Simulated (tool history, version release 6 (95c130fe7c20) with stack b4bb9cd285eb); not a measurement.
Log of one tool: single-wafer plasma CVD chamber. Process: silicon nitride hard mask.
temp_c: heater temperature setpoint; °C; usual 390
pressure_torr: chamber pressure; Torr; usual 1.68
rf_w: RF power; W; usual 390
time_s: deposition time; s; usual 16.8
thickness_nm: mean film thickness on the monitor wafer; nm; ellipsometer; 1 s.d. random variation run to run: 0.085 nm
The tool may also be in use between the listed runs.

| run | day | temp_c | pressure_torr | rf_w | time_s | wafers since the last listed run | hours since the last thermocouple change | hours since the last RF generator calibration | hours since the last manometer calibration | hours since the showerhead was replaced | hours since the gauge calibration | read-back reference wafer on the same gauge, thickness_nm | thickness_nm |
|---|---|---|---|---|---|---|---|---|---|---|---|---|---|
| 1 | 0.000 | 390 | 1.68 | 335 | 16.8 | 0 | 1573.9 | 1280.3 | 1314.6 | 2385.1 | 558.2 | 24.151 | 20.360 |
| 2 | 3.492 | 390 | 1.68 | 335 | 16.8 | 1690 | 1657.7 | 1364.1 | 1398.4 | 2468.9 | 642.0 | 24.062 | 20.488 |
| 3 | 10.204 | 390 | 1.68 | 335 | 16.8 | 3249 | 1818.8 | 1525.2 | 1559.5 | 2630.0 | 803.1 | 24.113 | 20.303 |
|  | 11.167 | gauge calibrated |
| 4 | 19.742 | 390 | 1.68 | 390 | 16.8 | 4617 | 2047.7 | 1754.1 | 1788.4 | 2858.9 | 205.8 | 24.086 | 23.291 |
| 5 | 23.171 | 390 | 1.68 | 450 | 16.8 | 1660 | 2130.0 | 1836.4 | 1870.7 | 2941.2 | 288.1 | 24.098 | 25.958 |
| 6 | 25.646 | 390 | 1.68 | 450 | 16.8 | 1198 | 2189.4 | 1895.8 | 1930.1 | 3000.6 | 347.5 | 24.087 | 25.854 |
| 7 | 27.667 | 390 | 1.68 | 390 | 16.8 | 978 | 2237.9 | 1944.3 | 1978.6 | 3049.1 | 396.0 | 24.092 | 23.360 |
| 8 | 31.329 | 396 | 1.68 | 390 | 16.8 | 1773 | 2325.8 | 2032.2 | 2066.5 | 3137.0 | 483.9 | 24.138 | 23.318 |
| 9 | 34.788 | 396 | 1.68 | 390 | 16.8 | 1674 | 2408.8 | 2115.2 | 2149.5 | 3220.0 | 566.9 | 24.103 | 23.269 |
| 10 | 37.417 | 380 | 1.39 | 415 | 18.0 | 1272 | 2471.9 | 2178.3 | 2212.6 | 3283.1 | 630.0 | 24.148 | 23.691 |
|  | 38.958 | capacitance manometer re-zeroed and calibrated |
|  | 40.254 | gauge calibrated |
| 11 | 41.500 | 390 | 1.84 | 465 | 18.0 | 1815 | 2569.9 | 2276.3 | 61.0 | 3381.1 | 29.9 | 24.103 | 28.845 |
|  | 42.679 | RF generator calibrated |
| 12 | 43.588 | 390 | 1.68 | 390 | 16.8 | 849 | 2620.0 | 21.8 | 111.1 | 3431.2 | 80.0 | 24.149 | 22.638 |
|  | 44.442 | showerhead replaced |
| 13 | 46.179 | 390 | 1.98 | 330 | 16.8 | 1093 | 2682.2 | 84.0 | 173.3 | 41.7 | 142.2 | 24.137 | 21.202 |
|  | 48.421 | thermocouple changed; heater temperature recalibrated |
| 14 | 48.975 | 402 | 1.68 | 390 | 16.8 | 1192 | 13.3 | 151.1 | 240.4 | 108.8 | 209.3 | 24.145 | 22.699 |
| 15 | 51.475 | 390 | 1.68 | 390 | 16.8 | 1210 | 73.3 | 211.1 | 300.4 | 168.8 | 269.3 | 24.100 | 22.927 |
| 16 | 54.292 | 379 | 2.06 | 465 | 15.2 | 1363 | 140.9 | 278.7 | 368.0 | 236.4 | 336.9 | 24.098 | 25.967 |
| 17 | 57.375 | 401 | 2.03 | 355 | 16.8 | 1492 | 214.9 | 352.7 | 442.0 | 310.4 | 410.9 | 24.053 | 22.985 |
| 18 | 60.096 | 384 | 1.50 | 465 | 15.4 | 1317 | 280.2 | 418.0 | 507.3 | 375.7 | 476.2 | 24.129 | 22.777 |
| 19 | 62.471 | 394 | 1.56 | 415 | 14.8 | 1149 | 337.2 | 475.0 | 564.3 | 432.7 | 533.2 | 24.085 | 20.494 |

3 ways to go on from here, each from the tool as it stands after run 19. What would each give?
| A | 62.488 | 390 | 1.68 | 390 | 18.3 | 8 | 337.6 | 475.4 | 564.7 | 433.1 | 533.6 | ? | ? |
| B | 62.488 | 379 | 1.87 | 355 | 18.1 | 8 | 337.6 | 475.4 | 564.7 | 433.1 | 533.6 | ? | ? |
| C | 62.488 | 390 | 1.68 | 390 | 13.9 | 8 | 337.6 | 475.4 | 564.7 | 433.1 | 533.6 | ? | ? |

| run | read-back reference wafer on the same gauge, thickness_nm | thickness_nm |
|---|---|---|
| A | 24.110 | 25.305 |
| B | 24.110 | 24.374 |
| C | 24.110 | 19.233 |
Had the tool no hidden state, the same runs would have come out as:
| run | thickness_nm |
|---|---|
| A | 24.785 |
| B | 23.911 |
| C | 18.838 |
